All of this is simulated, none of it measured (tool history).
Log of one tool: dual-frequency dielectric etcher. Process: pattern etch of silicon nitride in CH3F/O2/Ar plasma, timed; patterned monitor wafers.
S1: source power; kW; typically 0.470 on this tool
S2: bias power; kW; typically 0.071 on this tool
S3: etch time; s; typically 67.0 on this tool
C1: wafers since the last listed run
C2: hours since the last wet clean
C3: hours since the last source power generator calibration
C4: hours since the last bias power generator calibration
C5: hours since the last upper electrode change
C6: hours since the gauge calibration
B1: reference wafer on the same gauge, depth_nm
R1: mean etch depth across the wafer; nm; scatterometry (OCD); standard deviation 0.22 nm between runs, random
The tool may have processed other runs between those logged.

| run | hour | S1 | S2 | S3 | C1 | C2 | C3 | C4 | C5 | C6 | B1 | R1 |
|---|---|---|---|---|---|---|---|---|---|---|---|---|
| 1 | 0.0 | 0.470 | 0.059 | 57.5 | 0 | 560.1 | 3750.3 | 1767.8 | 2394.7 | 1564.3 | 44.89 | 38.87 |
| 2 | 67.4 | 0.470 | 0.084 | 67.0 | 548 | 627.5 | 3817.7 | 1835.2 | 2462.1 | 1631.7 | 44.78 | 53.25 |
|  | 119.9 | source power generator calibrated |
| 3 | 168.4 | 0.470 | 0.084 | 67.0 | 788 | 728.5 | 48.5 | 1936.2 | 2563.1 | 1732.7 | 44.81 | 53.23 |
|  | 236.9 | upper electrode replaced |
| 4 | 263.0 | 0.400 | 0.071 | 67.0 | 574 | 823.1 | 143.1 | 2030.8 | 26.1 | 1827.3 | 44.88 | 44.59 |
|  | 299.4 | wet clean of the chamber |
| 5 | 324.7 | 0.400 | 0.071 | 67.0 | 306 | 25.3 | 204.8 | 2092.5 | 87.8 | 1889.0 | 44.80 | 44.78 |
| 6 | 388.9 | 0.470 | 0.062 | 50.5 | 522 | 89.5 | 269.0 | 2156.7 | 152.0 | 1953.2 | 44.86 | 34.87 |
|  | 409.4 | bias power generator calibrated |
| 7 | 446.8 | 0.530 | 0.071 | 67.0 | 438 | 147.4 | 326.9 | 37.4 | 209.9 | 2011.1 | 44.78 | 50.11 |
| 8 | 530.0 | 0.470 | 0.071 | 67.0 | 676 | 230.6 | 410.1 | 120.6 | 293.1 | 2094.3 | 44.88 | 46.98 |
| 9 | 585.7 | 0.440 | 0.087 | 67.0 | 452 | 286.3 | 465.8 | 176.3 | 348.8 | 2150.0 | 44.80 | 49.59 |
| 10 | 665.9 | 0.470 | 0.071 | 67.0 | 652 | 366.5 | 546.0 | 256.5 | 429.0 | 2230.2 | 44.90 | 47.39 |
| 11 | 733.2 | 0.410 | 0.071 | 51.5 | 547 | 433.8 | 613.3 | 323.8 | 496.3 | 2297.5 | 44.74 | 33.27 |
| 12 | 783.3 | 0.470 | 0.071 | 67.0 | 407 | 483.9 | 663.4 | 373.9 | 546.4 | 2347.6 | 44.76 | 47.18 |
| 13 | 939.7 | 0.390 | 0.055 | 78.5 | 1271 | 640.3 | 819.8 | 530.3 | 702.8 | 2504.0 | 44.85 | 43.61 |
|  | 1078.4 | bias power generator calibrated, repeated, since the last time left the tool worse |
|  | 1166.4 | wet clean of the chamber |
| 14 | 1258.3 | 0.470 | 0.083 | 67.0 | 2362 | 91.9 | 1138.4 | 179.9 | 1021.4 | 2822.6 | 44.82 | 52.47 |
| 15 | 1525.0 | 0.410 | 0.071 | 83.5 | 2168 | 358.6 | 1405.1 | 446.6 | 1288.1 | 3089.3 | 44.80 | 55.60 |
|  | 1539.0 | gauge calibrated |
| 16 | 1596.0 | 0.550 | 0.071 | 47.5 | 577 | 429.6 | 1476.1 | 517.6 | 1359.1 | 57.0 | 44.73 | 38.03 |
| 17 | 1643.2 | 0.360 | 0.066 | 82.0 | 383 | 476.8 | 1523.3 | 564.8 | 1406.3 | 104.2 | 44.83 | 48.18 |
| 18 | 1702.8 | 0.470 | 0.058 | 67.0 | 484 | 536.4 | 1582.9 | 624.4 | 1465.9 | 163.8 | 44.81 | 44.37 |
| 19 | 1902.8 | 0.470 | 0.071 | 67.0 | 1626 | 736.4 | 1782.9 | 824.4 | 1665.9 | 363.8 | 44.75 | 48.49 |
| 20 | 1990.4 | 0.470 | 0.071 | 67.0 | 712 | 824.0 | 1870.5 | 912.0 | 1753.5 | 451.4 | 44.69 | 48.95 |
| 21 | 2074.1 | 0.470 | 0.084 | 67.0 | 680 | 907.7 | 1954.2 | 995.7 | 1837.2 | 535.1 | 44.82 | 52.67 |
|  | 2106.8 | wet clean of the chamber |
| 22 | 2173.0 | 0.580 | 0.060 | 76.5 | 609 | 66.2 | 2053.1 | 1094.6 | 1936.1 | 634.0 | 44.90 | 58.72 |
| 23 | 2220.6 | 0.390 | 0.071 | 76.0 | 387 | 113.8 | 2100.7 | 1142.2 | 1983.7 | 681.6 | 44.82 | 48.95 |
| 24 | 2325.3 | 0.520 | 0.058 | 73.0 | 851 | 218.5 | 2205.4 | 1246.9 | 2088.4 | 786.3 | 44.76 | 51.64 |
| 25 | 2424.5 | 0.400 | 0.062 | 86.0 | 806 | 317.7 | 2304.6 | 1346.1 | 2187.6 | 885.5 | 44.83 | 52.73 |
| 26 | 2514.1 | 0.530 | 0.071 | 67.0 | 728 | 407.3 | 2394.2 | 1435.7 | 2277.2 | 975.1 | 44.87 | 52.15 |
| 27 | 2616.0 | 0.470 | 0.071 | 67.0 | 828 | 509.2 | 2496.1 | 1537.6 | 2379.1 | 1077.0 | 44.84 | 49.39 |
| 28 | 2653.9 | 0.550 | 0.061 | 59.0 | 308 | 547.1 | 2534.0 | 1575.5 | 2417.0 | 1114.9 | 44.68 | 44.10 |

Alternative continuations, all from the tool just after run 28; predict every row:
| A | 2654.3 | 0.470 | 0.071 | 67.0 | 3 | 547.5 | 2534.4 | 1575.9 | 2417.4 | 1115.3 | ? | ? |
| B | 2654.3 | 0.550 | 0.065 | 74.0 | 3 | 547.5 | 2534.4 | 1575.9 | 2417.4 | 1115.3 | ? | ? |
| C | 2654.3 | 0.380 | 0.071 | 67.0 | 3 | 547.5 | 2534.4 | 1575.9 | 2417.4 | 1115.3 | ? | ? |
| D | 2654.3 | 0.510 | 0.071 | 87.0 | 3 | 547.5 | 2534.4 | 1575.9 | 2417.4 | 1115.3 | ? | ? |
| E | 2654.3 | 0.560 | 0.063 | 76.5 | 3 | 547.5 | 2534.4 | 1575.9 | 2417.4 | 1115.3 | ? | ? |

| run | B1 | R1 |
|---|---|---|
| A | 44.81 | 48.70 |
| B | 44.81 | 56.60 |
| C | 44.81 | 42.50 |
| D | 44.81 | 66.35 |
| E | 44.81 | 58.28 |
With no hidden state in the tool, these same runs would have given:
| run | R1 |
|---|---|
| A | 48.32 |
| B | 56.19 |
| C | 42.16 |
| D | 65.84 |
| E | 57.86 |
